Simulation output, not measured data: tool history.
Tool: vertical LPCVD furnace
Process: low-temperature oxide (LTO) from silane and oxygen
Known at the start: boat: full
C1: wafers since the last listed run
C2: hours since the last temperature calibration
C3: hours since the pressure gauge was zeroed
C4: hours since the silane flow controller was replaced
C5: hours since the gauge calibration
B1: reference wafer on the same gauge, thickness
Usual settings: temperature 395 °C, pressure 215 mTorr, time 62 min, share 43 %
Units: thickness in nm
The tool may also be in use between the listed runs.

run 1 hour=0 | temperature=395 pressure=215 time=79.5 share=43 | C1=0 C2=4177.3 C3=3834 C4=5323.6 C5=993 | B1=505.71 | thickness=702.29
run 2 hour=38.9 | temperature=395 pressure=235 time=62 share=43 | C1=385 C2=4216.2 C3=3872.9 C4=5362.5 C5=1031.9 | B1=505.49 | thickness=596.6
run 3 hour=75.6 | temperature=395 pressure=215 time=62 share=43 | C1=363 C2=4252.9 C3=3909.6 C4=5399.2 C5=1068.6 | B1=506.22 | thickness=549.08
run 4 hour=100.3 | temperature=395 pressure=215 time=62 share=43 | C1=244 C2=4277.6 C3=3934.3 C4=5423.9 C5=1093.3 | B1=506.12 | thickness=549.51
-- hour=137 pressure gauge zeroed
run 5 hour=171.2 | temperature=395 pressure=215 time=62 share=43 | C1=464 C2=4348.5 C3=34.2 C4=5494.8 C5=1164.2 | B1=506.1 | thickness=550.81
run 6 hour=205.7 | temperature=395 pressure=215 time=62 share=43 | C1=341 C2=4383 C3=68.7 C4=5529.3 C5=1198.7 | B1=506.56 | thickness=551.48
run 7 hour=231.9 | temperature=395 pressure=215 time=62 share=43 | C1=259 C2=4409.2 C3=94.9 C4=5555.5 C5=1224.9 | B1=506.81 | thickness=548.8
run 8 hour=282.6 | temperature=395 pressure=215 time=62 share=43 | C1=501 C2=4459.9 C3=145.6 C4=5606.2 C5=1275.6 | B1=506.94 | thickness=550.11
run 9 hour=341.8 | temperature=395 pressure=215 time=62 share=43 | C1=586 C2=4519.1 C3=204.8 C4=5665.4 C5=1334.8 | B1=507.22 | thickness=548.14
run 10 hour=392.2 | temperature=395 pressure=215 time=62 share=43 | C1=499 C2=4569.5 C3=255.2 C4=5715.8 C5=1385.2 | B1=507.56 | thickness=552.48
run 11 hour=440.1 | temperature=385 pressure=215 time=62 share=50 | C1=474 C2=4617.4 C3=303.1 C4=5763.7 C5=1433.1 | B1=508.06 | thickness=577.78
run 12 hour=502 | temperature=401 pressure=215 time=62 share=43 | C1=612 C2=4679.3 C3=365 C4=5825.6 C5=1495 | B1=508.31 | thickness=591.57
run 13 hour=548.6 | temperature=395 pressure=215 time=62 share=43 | C1=461 C2=4725.9 C3=411.6 C4=5872.2 C5=1541.6 | B1=508.03 | thickness=554.2
run 14 hour=620.6 | temperature=395 pressure=215 time=62 share=43 | C1=712 C2=4797.9 C3=483.6 C4=5944.2 C5=1613.6 | B1=508.49 | thickness=552.73
run 15 hour=653.1 | temperature=386 pressure=215 time=62 share=36 | C1=321 C2=4830.4 C3=516.1 C4=5976.7 C5=1646.1 | B1=508.9 | thickness=399.77
-- hour=699.4 thermocouples replaced and temperature profile calibrated
run 16 hour=699.9 | temperature=395 pressure=215 time=62 share=50 | C1=225 C2=0.5 C3=562.9 C4=6023.5 C5=1692.9 | B1=508.95 | thickness=642.98
run 17 hour=706.1 | temperature=390 pressure=215 time=37.5 share=43 | C1=61 C2=6.7 C3=569.1 C4=6029.7 C5=1699.1 | B1=508.8 | thickness=317.09
-- hour=750.1 silane flow controller replaced
run 18 hour=762 | temperature=395 pressure=215 time=62 share=43 | C1=315 C2=62.6 C3=625 C4=11.9 C5=1755 | B1=509.77 | thickness=554.27
run 19 hour=819.6 | temperature=383 pressure=175 time=73.5 share=49 | C1=570 C2=120.2 C3=682.6 C4=69.5 C5=1812.6 | B1=509.6 | thickness=534.43
-- hour=850.8 gauge calibrated
run 20 hour=858.7 | temperature=395 pressure=215 time=46 share=48 | C1=387 C2=159.3 C3=721.7 C4=108.6 C5=7.9 | B1=500.21 | thickness=451.01
run 21 hour=903.3 | temperature=385 pressure=200 time=62 share=43 | C1=441 C2=203.9 C3=766.3 C4=153.2 C5=52.5 | B1=500.76 | thickness=450.88
run 22 hour=930.7 | temperature=395 pressure=215 time=62 share=46 | C1=271 C2=231.3 C3=793.7 C4=180.6 C5=79.9 | B1=500.83 | thickness=585.22
run 23 hour=990.4 | temperature=395 pressure=215 time=62 share=43 | C1=591 C2=291 C3=853.4 C4=240.3 C5=139.6 | B1=501.14 | thickness=544.74
run 24 hour=1026.3 | temperature=395 pressure=215 time=62 share=43 | C1=355 C2=326.9 C3=889.3 C4=276.2 C5=175.5 | B1=501.25 | thickness=542.25
run 25 hour=1058.1 | temperature=395 pressure=215 time=62 share=43 | C1=314 C2=358.7 C3=921.1 C4=308 C5=207.3 | B1=501.2 | thickness=544.79
run 26 hour=1107.2 | temperature=395 pressure=170 time=62 share=48 | C1=486 C2=407.8 C3=970.2 C4=357.1 C5=256.4 | B1=501.65 | thickness=482.86
run 27 hour=1146.3 | temperature=395 pressure=215 time=85 share=43 | C1=387 C2=446.9 C3=1009.3 C4=396.2 C5=295.5 | B1=502.01 | thickness=749.09
run 28 hour=1170.8 | temperature=395 pressure=195 time=62 share=43 | C1=242 C2=471.4 C3=1033.8 C4=420.7 C5=320 | B1=502.09 | thickness=492.62
run 29 hour=1233 | temperature=395 pressure=180 time=62 share=43 | C1=615 C2=533.6 C3=1096 C4=482.9 C5=382.2 | B1=502.24 | thickness=456.73
run 30 hour=1261.3 | temperature=395 pressure=215 time=62 share=43 | C1=280 C2=561.9 C3=1124.3 C4=511.2 C5=410.5 | B1=502.25 | thickness=548.11

The same runs without the tool's hidden state, with the same run-to-run variation:
The hidden state here: true tube temperature minus thermocouple reading, K; true pressure minus gauge reading, mTorr; deviation of the silane flow from its setpoint, %; gauge reads high (%).
run=1 thickness=697.04
run=2 thickness=591.92
run=3 thickness=544.59
run=4 thickness=544.9
run=5 thickness=545.83
run=6 thickness=546.32
run=7 thickness=543.54
run=8 thickness=544.58
run=9 thickness=542.33
run=10 thickness=546.38
run=11 thickness=571.15
run=12 thickness=584.45
run=13 thickness=547.29
run=14 thickness=545.48
run=15 thickness=394.41
run=16 thickness=634.08
run=17 thickness=312.68
run=18 thickness=546.29
run=19 thickness=526.46
run=20 thickness=452.35
run=21 thickness=452.03
run=22 thickness=586.56
run=23 thickness=545.68
run=24 thickness=543.01
run=25 thickness=545.39
run=26 thickness=483.18
run=27 thickness=749.31
run=28 thickness=492.65
run=29 thickness=456.49
run=30 thickness=547.68
